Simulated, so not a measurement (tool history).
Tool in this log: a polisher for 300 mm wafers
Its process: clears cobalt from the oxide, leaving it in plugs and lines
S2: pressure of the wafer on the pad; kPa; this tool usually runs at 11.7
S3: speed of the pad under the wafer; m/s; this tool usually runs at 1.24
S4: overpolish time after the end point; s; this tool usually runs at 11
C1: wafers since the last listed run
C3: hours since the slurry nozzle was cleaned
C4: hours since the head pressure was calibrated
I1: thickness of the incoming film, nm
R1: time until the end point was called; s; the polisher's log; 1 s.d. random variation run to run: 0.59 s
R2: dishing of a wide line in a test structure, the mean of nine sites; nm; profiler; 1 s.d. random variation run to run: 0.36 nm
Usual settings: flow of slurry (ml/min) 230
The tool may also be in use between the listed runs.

Run 1, hour 0.0: usual settings; C1 0; wafers polished on this pad 471; C3 469.0; C4 227.6; I1 238.8. Result: R1 47.2 s, R2 36.5 nm.
Run 2, hour 12.0: usual settings but flow of slurry (ml/min) 180, S2 9.0 kPa; C1 173; wafers polished on this pad 644; C3 481.0; C4 239.6; I1 235.2. Result: R1 59.7 s, R2 30.8 nm.
At hour 19.1: worn pad replaced by a new one.
Run 3, hour 26.2: usual settings but flow of slurry (ml/min) 180, S2 9.0 kPa; C1 147; wafers polished on this pad 102; C3 495.2; C4 253.8; I1 242.9. Result: R1 56.8 s, R2 32.2 nm.
Run 4, hour 41.0: usual settings but flow of slurry (ml/min) 180, S2 9.0 kPa; C1 213; wafers polished on this pad 316; C3 510.0; C4 268.6; I1 237.2. Result: R1 57.4 s, R2 31.5 nm.
At hour 60.8: worn pad replaced by a new one.
Run 5, hour 61.3: usual settings but S2 13.1 kPa, S4 16 s; C1 235; wafers polished on this pad 7; C3 530.3; C4 288.9; I1 238.4. Result: R1 39.6 s, R2 48.7 nm.
Run 6, hour 65.9: usual settings; C1 66; wafers polished on this pad 74; C3 534.9; C4 293.5; I1 237.3. Result: R1 43.6 s, R2 37.6 nm.
Run 7, hour 94.5: usual settings; C1 412; wafers polished on this pad 486; C3 563.5; C4 322.1; I1 240.7. Result: R1 46.9 s, R2 36.7 nm.
Run 8, hour 101.4: usual settings but S3 1.08 m/s; C1 99; wafers polished on this pad 586; C3 570.4; C4 329.0; I1 238.0. Result: R1 53.1 s, R2 33.4 nm.
At hour 111.8: worn pad replaced by a new one.
Run 9, hour 116.5: usual settings but S3 1.48 m/s, S4 9 s; C1 160; wafers polished on this pad 67; C3 585.5; C4 344.1; I1 238.3. Result: R1 36.0 s, R2 37.0 nm.
Run 10, hour 126.8: usual settings but flow of slurry (ml/min) 195; C1 148; wafers polished on this pad 215; C3 595.8; C4 354.4; I1 237.7. Result: R1 45.0 s, R2 37.2 nm.
At hour 136.0: head pressure recalibrated.
Run 11, hour 140.4: usual settings but flow of slurry (ml/min) 180, S2 8.3 kPa; C1 167; wafers polished on this pad 383; C3 609.4; C4 4.4; I1 238.7. Result: R1 68.7 s, R2 28.0 nm.
At hour 152.7: worn pad replaced by a new one.
At hour 162.2: slurry nozzle cleaned.
Run 12, hour 185.9: usual settings but S3 1.04 m/s, S4 18 s; C1 584; wafers polished on this pad 464; C3 23.7; C4 49.9; I1 241.6. Result: R1 58.9 s, R2 42.0 nm.
Run 13, hour 194.7: usual settings but S4 9 s; C1 126; wafers polished on this pad 591; C3 32.5; C4 58.7; I1 240.8. Result: R1 49.5 s, R2 30.2 nm.
At hour 204.9: worn pad replaced by a new one.
Run 14, hour 205.4: usual settings but flow of slurry (ml/min) 290, S2 9.0 kPa, S4 5 s; C1 96; wafers polished on this pad 6; C3 43.2; C4 69.4; I1 239.4. Result: R1 56.0 s, R2 17.4 nm.
Run 15, hour 213.5: usual settings; C1 116; wafers polished on this pad 123; C3 51.3; C4 77.5; I1 244.1. Result: R1 48.5 s, R2 36.5 nm.
Run 16, hour 228.7: usual settings; C1 219; wafers polished on this pad 342; C3 66.5; C4 92.7; I1 243.4. Result: R1 49.1 s, R2 35.3 nm.

Branching from run 16: 5 alternative next runs. What would each branch give?
Run A, hour 229.1: usual settings; C1 5; wafers polished on this pad 348; C3 66.9; C4 93.1; I1 237.7. Result: R1 ?, R2 ?.
Run B, hour 229.1: usual settings but flow of slurry (ml/min) 295, S3 1.02 m/s; C1 5; wafers polished on this pad 348; C3 66.9; C4 93.1; I1 237.7. Result: R1 ?, R2 ?.
Run C, hour 229.1: usual settings but flow of slurry (ml/min) 160, S2 8.3 kPa, S3 1.62 m/s, S4 9 s; C1 5; wafers polished on this pad 348; C3 66.9; C4 93.1; I1 237.7. Result: R1 ?, R2 ?.
Run D, hour 229.1: usual settings but S2 8.3 kPa, S3 0.90 m/s, S4 7 s; C1 5; wafers polished on this pad 348; C3 66.9; C4 93.1; I1 237.7. Result: R1 ?, R2 ?.
Run E, hour 229.1: usual settings but S2 7.6 kPa; C1 5; wafers polished on this pad 348; C3 66.9; C4 93.1; I1 237.7. Result: R1 ?, R2 ?.

run    R1    R2
  A  46.4  35.7
  B  54.9  32.0
  C  49.1  30.0
  D  83.4  16.2
  E  64.5  28.5
Without the tool's unlogged condition, the same runs would have read:
run    R1    R2
  A  46.6  35.7
  B  55.1  31.9
  C  49.2  30.0
  D  83.7  16.1
  E  64.7  28.5

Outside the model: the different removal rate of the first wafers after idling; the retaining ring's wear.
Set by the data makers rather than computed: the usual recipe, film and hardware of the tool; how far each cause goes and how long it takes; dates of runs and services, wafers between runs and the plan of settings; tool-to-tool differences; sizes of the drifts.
